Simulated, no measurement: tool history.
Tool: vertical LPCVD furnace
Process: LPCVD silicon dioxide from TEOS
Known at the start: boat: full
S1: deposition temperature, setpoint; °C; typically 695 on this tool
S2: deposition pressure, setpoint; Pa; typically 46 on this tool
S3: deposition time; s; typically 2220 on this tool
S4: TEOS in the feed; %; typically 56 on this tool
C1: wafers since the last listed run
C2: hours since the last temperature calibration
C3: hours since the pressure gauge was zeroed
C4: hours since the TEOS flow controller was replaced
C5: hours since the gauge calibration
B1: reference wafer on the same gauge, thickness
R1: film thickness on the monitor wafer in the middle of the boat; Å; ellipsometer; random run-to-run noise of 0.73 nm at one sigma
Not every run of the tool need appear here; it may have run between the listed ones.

Run 1, hour 0: usual settings; C1 0; C2 2448.6; C3 3071.2; C4 6120.9; C5 136.9; B1 265.77. Result: R1 2481.7 Å.
Run 2, hour 27.2: usual settings; C1 529; C2 2475.8; C3 3098.4; C4 6148.1; C5 164.1; B1 266.03. Result: R1 2474.5 Å.
Run 3, hour 59.1: usual settings; C1 621; C2 2507.7; C3 3130.3; C4 6180; C5 196; B1 266.07. Result: R1 2472.6 Å.
Run 4, hour 86: usual settings but S1 687 °C, S3 2550 s; C1 524; C2 2534.6; C3 3157.2; C4 6206.9; C5 222.9; B1 266.06. Result: R1 2378.6 Å.
Run 5, hour 102.6: usual settings but S1 692 °C, S2 52 Pa; C1 323; C2 2551.2; C3 3173.8; C4 6223.5; C5 239.5; B1 266. Result: R1 2475.9 Å.
Run 6, hour 117.9: usual settings but S1 692 °C, S2 52 Pa; C1 298; C2 2566.5; C3 3189.1; C4 6238.8; C5 254.8; B1 266.04. Result: R1 2492.4 Å.
At hour 154.6: thermocouples replaced and temperature profile calibrated.
Run 7, hour 155.1: usual settings but S3 2610 s; C1 257; C2 0.5; C3 3226.3; C4 6276; C5 292; B1 266.08. Result: R1 2695.9 Å.
Run 8, hour 160.4: usual settings but S3 2610 s; C1 103; C2 5.8; C3 3231.6; C4 6281.3; C5 297.3; B1 265.58. Result: R1 2700.9 Å.
Run 9, hour 176.9: usual settings; C1 321; C2 22.3; C3 3248.1; C4 6297.8; C5 313.8; B1 266.23. Result: R1 2296.8 Å.
Run 10, hour 199.9: usual settings; C1 448; C2 45.3; C3 3271.1; C4 6320.8; C5 336.8; B1 265.95. Result: R1 2312.8 Å.
At hour 236.6: TEOS flow controller replaced.
Run 11, hour 237.1: usual settings but S1 702 °C, S2 54 Pa; C1 257; C2 82.5; C3 3308.3; C4 0.5; C5 374; B1 266.12. Result: R1 2943.4 Å.
At hour 249.6: gauge calibrated.
Run 12, hour 257.3: usual settings but S3 3060 s, S4 66 %; C1 393; C2 102.7; C3 3328.5; C4 20.7; C5 7.7; B1 265.65. Result: R1 3416 Å.
At hour 305.4: pressure gauge zeroed.
Run 13, hour 362.3: usual settings but S1 702 °C, S2 51.3 Pa, S3 2580 s, S4 65 %; C1 1578; C2 207.7; C3 56.9; C4 125.7; C5 112.7; B1 265.74. Result: R1 3591 Å.
Run 14, hour 394.8: usual settings but S1 705 °C, S2 50 Pa, S3 1440 s, S4 60 %; C1 633; C2 240.2; C3 89.4; C4 158.2; C5 145.2; B1 266.02. Result: R1 2018.7 Å.
Run 15, hour 421.8: usual settings but S3 2700 s, S4 47 %; C1 526; C2 267.2; C3 116.4; C4 185.2; C5 172.2; B1 265.99. Result: R1 2566.6 Å.
Run 16, hour 435.2: usual settings but S3 3090 s; C1 261; C2 280.6; C3 129.8; C4 198.6; C5 185.6; B1 266.18. Result: R1 3198.4 Å.

Measured minus without-hidden-state, run by run (identical run-to-run variation in each term; gauge scatter may differ):
What the log doesn't record here: true tube temperature minus thermocouple reading, K; true pressure minus gauge reading, mTorr; deviation of the TEOS flow from its setpoint, %; gauge reads high (%).
run      R1
  1  +193.9
  2  +197.1
  3  +201.3
  4  +200.5
  5    +209
  6  +212.5
  7   +13.9
  8   +13.9
  9   +11.8
 10   +11.9
 11   +15.2
 12     +18
 13   +20.1
 14   +11.5
 15   +15.5
 16   +19.5
